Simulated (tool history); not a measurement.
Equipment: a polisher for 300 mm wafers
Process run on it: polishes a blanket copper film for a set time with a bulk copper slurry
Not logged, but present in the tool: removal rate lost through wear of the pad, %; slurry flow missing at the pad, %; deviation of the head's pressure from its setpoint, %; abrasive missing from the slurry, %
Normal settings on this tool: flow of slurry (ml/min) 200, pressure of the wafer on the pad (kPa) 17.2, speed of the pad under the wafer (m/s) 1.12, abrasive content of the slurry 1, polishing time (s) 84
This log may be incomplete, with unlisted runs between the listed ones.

| run | hour | flow of slurry (ml/min) | pressure of the wafer on the pad (kPa) | speed of the pad under the wafer (m/s) | abrasive content of the slurry | polishing time (s) | wafers since the last listed run | wafers polished on this pad | hours since the slurry nozzle was cleaned | hours since the head pressure was calibrated | hours since the slurry blender was calibrated | incoming thickness of the incoming film, nm | film removed (Å) |
|---|---|---|---|---|---|---|---|---|---|---|---|---|---|
| 1 | 0 | 200 | 17.2 | 1.12 | 1 | 84 | 0 | 215 | 638.3 | 444.4 | 2.8 | 2231.3 | 6568 |
| 2 | 7.5 | 200 | 17.2 | 1.12 | 1 | 84 | 56 | 272 | 645.8 | 451.9 | 10.3 | 2293.9 | 6517 |
| 3 | 15.5 | 200 | 17.2 | 1.12 | 0.8 | 84 | 60 | 332 | 653.8 | 459.9 | 18.3 | 2252.1 | 6199 |
| 4 | 23.7 | 200 | 17.2 | 1.12 | 0.8 | 84 | 61 | 394 | 662 | 468.1 | 26.5 | 2274.9 | 6071 |
| 5 | 37.6 | 200 | 17.2 | 1.12 | 1 | 84 | 105 | 499 | 675.9 | 482 | 40.4 | 2284.3 | 6236 |
| 6 | 49 | 200 | 17.2 | 1.12 | 1.2 | 84 | 86 | 585 | 687.3 | 493.4 | 51.8 | 2275 | 6495 |
|  | 54.7 | slurry nozzle cleaned |
|  | 54.8 | worn pad replaced by a new one |
| 7 | 61.7 | 200 | 17.2 | 1.12 | 1.2 | 84 | 87 | 52 | 7 | 506.1 | 64.5 | 2273.3 | 6459 |
| 8 | 68 | 200 | 17.2 | 1.12 | 0.8 | 84 | 47 | 99 | 13.3 | 512.4 | 70.8 | 2305.3 | 5954 |
| 9 | 84.8 | 200 | 17.2 | 1.12 | 1 | 84 | 126 | 226 | 30.1 | 529.2 | 87.6 | 2260.4 | 6179 |
| 10 | 91.1 | 155 | 17.2 | 1.34 | 1 | 84 | 47 | 274 | 36.4 | 535.5 | 93.9 | 2260.4 | 6902 |
|  | 96.7 | head pressure recalibrated |
|  | 98.9 | slurry blender recalibrated |
| 11 | 104.5 | 200 | 22.1 | 1.12 | 1 | 84 | 71 | 345 | 49.8 | 7.8 | 5.6 | 2240.5 | 7735 |
| 12 | 111.5 | 170 | 12.4 | 1.46 | 1.15 | 84 | 52 | 398 | 56.8 | 14.8 | 12.6 | 2294.7 | 6816 |
| 13 | 119 | 265 | 17.2 | 1.12 | 1 | 84 | 56 | 454 | 64.3 | 22.3 | 20.1 | 2283.7 | 6423 |
| 14 | 125.6 | 200 | 11.7 | 1.12 | 1.1 | 84 | 49 | 504 | 70.9 | 28.9 | 26.7 | 2266.3 | 5101 |

What if the next run were any one of these 4? Each begins from the tool's condition after run 14:
| A | 126.1 | 200 | 17.2 | 1.12 | 1 | 84 | 3 | 508 | 71.4 | 29.4 | 27.2 | 2248 | ? |
| B | 126.1 | 200 | 17.2 | 0.8 | 1 | 59 | 3 | 508 | 71.4 | 29.4 | 27.2 | 2248 | ? |
| C | 126.1 | 150 | 22.8 | 1.12 | 0.8 | 84 | 3 | 508 | 71.4 | 29.4 | 27.2 | 2248 | ? |
| D | 126.1 | 180 | 15.2 | 1.48 | 1.1 | 84 | 3 | 508 | 71.4 | 29.4 | 27.2 | 2248 | ? |

| run | film removed (Å) |
|---|---|
| A | 6345 |
| B | 3385 |
| C | 7074 |
| D | 7529 |
With the hidden condition removed and each run's random variation left untouched, the same runs would have given:
| run | film removed (Å) |
|---|---|
| A | 6767 |
| B | 3610 |
| C | 7532 |
| D | 8036 |
